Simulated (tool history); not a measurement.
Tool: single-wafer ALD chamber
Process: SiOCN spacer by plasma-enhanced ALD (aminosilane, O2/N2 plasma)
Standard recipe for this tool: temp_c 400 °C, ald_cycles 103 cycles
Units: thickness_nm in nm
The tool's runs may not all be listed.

run	day	temp_c	ald_cycles	read-back reference wafer on the same gauge, thickness_nm	thickness_nm
1	0.000	400	108	6.509	6.653
2	1.462	400	103	6.526	6.358
3	2.942	400	103	6.535	6.395
4	6.708	400	103	6.541	6.350
5	8.083	400	103	6.551	6.397
6	8.800	388	103	6.561	6.393
7	9.862	410	103	6.557	6.235
8	10.642	410	103	6.567	6.243
9	12.471	410	103	6.572	6.248
# day 13.512: gauge calibrated
10	13.954	400	103	6.458	6.306
11	15.283	400	103	6.462	6.303
# day 15.933: thermocouple changed; heater temperature recalibrated
12	16.600	405	103	6.461	6.221
13	17.362	405	103	6.465	6.228
14	18.258	405	103	6.467	6.201
15	18.804	404	115	6.472	6.956
16	20.142	404	115	6.474	6.956
17	21.271	400	103	6.461	6.325
18	22.679	400	111	6.463	6.818
19	24.138	395	121	6.470	7.448
20	27.171	412	88	6.470	5.197
21	27.808	407	83	6.473	5.000
22	28.858	400	118	6.479	7.253
23	30.067	388	93	6.476	5.707
24	30.954	413	111	6.489	6.573
25	31.600	410	103	6.483	6.137
26	32.200	388	110	6.480	6.756
27	32.700	405	110	6.482	6.646
28	33.754	400	90	6.482	5.514
29	34.904	411	84	6.494	5.011
30	36.204	388	96	6.484	5.882
31	39.796	405	103	6.502	6.228
32	40.362	390	122	6.498	7.489
33	41.117	408	119	6.499	7.176

The same runs without the tool's hidden state, with the same run-to-run variation:
What the log doesn't record here: wafer temperature above the value expected at the setpoint (K); gauge reads high (%).
run	thickness_nm
1	6.601
2	6.303
3	6.335
4	6.276
5	6.315
6	6.309
7	6.148
8	6.153
9	6.149
10	6.313
11	6.309
12	6.227
13	6.234
14	6.207
15	6.962
16	6.960
17	6.328
18	6.820
19	7.449
20	5.194
21	4.996
22	7.246
23	5.699
24	6.563
25	6.126
26	6.742
27	6.632
28	5.500
29	4.996
30	5.862
31	6.197
32	7.450
33	7.136
